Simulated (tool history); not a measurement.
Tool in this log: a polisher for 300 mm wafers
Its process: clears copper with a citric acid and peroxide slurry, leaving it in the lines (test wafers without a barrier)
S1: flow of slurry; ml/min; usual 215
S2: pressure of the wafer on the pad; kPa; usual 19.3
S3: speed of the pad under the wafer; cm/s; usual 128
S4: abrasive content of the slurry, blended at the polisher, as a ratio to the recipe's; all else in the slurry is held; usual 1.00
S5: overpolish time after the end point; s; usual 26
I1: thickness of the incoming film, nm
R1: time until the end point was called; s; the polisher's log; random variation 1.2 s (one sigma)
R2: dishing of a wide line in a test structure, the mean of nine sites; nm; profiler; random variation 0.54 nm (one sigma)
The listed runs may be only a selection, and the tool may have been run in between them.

run,day,S1,S2,S3,S4,S5,I1,R1,R2
1,0.000,215,19.3,128,0.85,26,282.7,134.6,39.0
2,1.121,215,19.3,128,0.85,26,281.5,133.9,38.7
3,2.279,180,19.3,128,1.00,26,282.0,137.9,39.8
4,4.362,215,19.3,128,1.00,26,287.2,134.2,38.1
5,7.292,215,19.3,128,1.00,26,289.3,139.8,38.7
# day 9.879: head pressure recalibrated
# day 9.933: worn pad replaced by a new one
6,10.158,215,19.3,128,1.00,26,289.5,133.9,38.3
# day 13.021: slurry nozzle cleaned
7,13.042,215,19.3,128,1.00,26,279.3,119.4,41.5
# day 14.267: slurry blender recalibrated
8,15.179,215,19.3,128,1.00,26,283.0,123.0,42.4
9,17.554,215,19.3,128,1.00,26,284.1,126.4,40.6
10,18.833,155,22.8,164,1.00,37,286.3,91.9,61.5
11,20.638,215,19.3,128,1.00,26,283.0,126.6,40.4
12,23.512,240,19.3,166,1.00,26,287.3,100.2,47.3
13,26.450,215,19.3,128,1.20,26,283.7,127.4,40.4
14,29.317,215,19.3,128,1.00,33,288.9,137.9,45.8
# day 29.992: worn pad replaced by a new one
15,30.996,215,19.3,128,1.00,26,284.0,126.7,40.0
# day 31.796: slurry blender recalibrated
16,35.921,215,19.3,128,1.00,26,284.7,134.4,39.3
# day 37.571: head pressure recalibrated
17,38.667,190,23.4,128,1.25,22,289.1,116.0,40.2
18,40.367,215,15.9,128,1.15,26,285.5,163.8,34.2
19,42.304,215,19.3,128,1.00,26,281.8,141.5,37.1
20,43.429,215,19.3,142,1.00,26,290.8,133.7,40.8
# day 43.946: slurry nozzle cleaned
# day 46.175: worn pad replaced by a new one
21,46.292,215,22.8,100,0.90,26,289.7,136.4,38.6
22,47.975,145,19.3,128,1.00,26,290.5,134.0,40.1
# day 50.196: slurry blender recalibrated
23,50.225,215,19.3,128,1.00,26,289.0,125.8,42.1
24,52.562,170,19.3,128,1.00,19,282.6,130.6,31.5
# day 61.238: head pressure recalibrated
25,61.258,215,19.3,128,1.25,26,287.6,127.3,40.8
26,63.246,215,19.3,128,1.00,33,281.5,131.8,45.7
# day 65.338: worn pad replaced by a new one
27,65.358,215,19.3,128,1.00,26,285.9,127.0,40.6
28,66.442,240,26.2,168,1.10,26,280.5,69.5,59.1

What if the next run were any one of these 4? Each begins from the tool's condition after run 28:
A,66.462,215,19.3,128,1.00,38,286.1,?,?
B,66.462,215,19.3,128,1.00,39,286.1,?,?
C,66.462,215,26.2,128,1.00,16,286.1,?,?
D,66.462,195,24.1,160,1.00,18,286.1,?,?

run,R1,R2
A,128.6,53.1
B,128.6,53.9
C,97.7,35.8
D,86.4,42.7
The same runs, with their run-to-run variation unchanged, on a tool lacking any hidden condition would have given:
run,R1,R2
A,118.4,55.7
B,118.4,56.6
C,90.0,38.1
D,78.9,45.5
